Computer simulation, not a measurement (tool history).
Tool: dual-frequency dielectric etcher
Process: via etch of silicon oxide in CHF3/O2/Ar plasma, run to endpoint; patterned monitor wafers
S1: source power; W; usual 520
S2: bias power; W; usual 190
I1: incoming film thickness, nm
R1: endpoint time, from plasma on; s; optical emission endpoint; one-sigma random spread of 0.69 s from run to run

Run 1, hour 0: usual settings; I1 394.8. Result: R1 201.6 s.
Run 2, hour 28.4: usual settings; I1 397.7. Result: R1 203 s.
Run 3, hour 58.2: usual settings; I1 394. Result: R1 201.9 s.
Run 4, hour 77.3: usual settings; I1 395.4. Result: R1 203.5 s.
Run 5, hour 97.8: usual settings; I1 396.5. Result: R1 202.5 s.
Run 6, hour 125.7: usual settings; I1 392.3. Result: R1 201.1 s.
Run 7, hour 143.8: usual settings; I1 397.1. Result: R1 205.4 s.
Run 8, hour 175.4: usual settings; I1 393.4. Result: R1 202.7 s.
At hour 193.2: bias power generator calibrated.
Run 9, hour 208.2: usual settings; I1 397.4. Result: R1 204.6 s.
At hour 250.9: upper electrode replaced, of another model than before.
Run 10, hour 251.4: usual settings; I1 396.6. Result: R1 205.5 s.

Run 11 is up next; what results do you expect?
Run 11, hour 264.5: usual settings; I1 393.6. Result: R1 ?.

Run 11 gave R1 204.5 s.
Minus the tool's unlogged condition, the same run would have read R1 200.8 s.
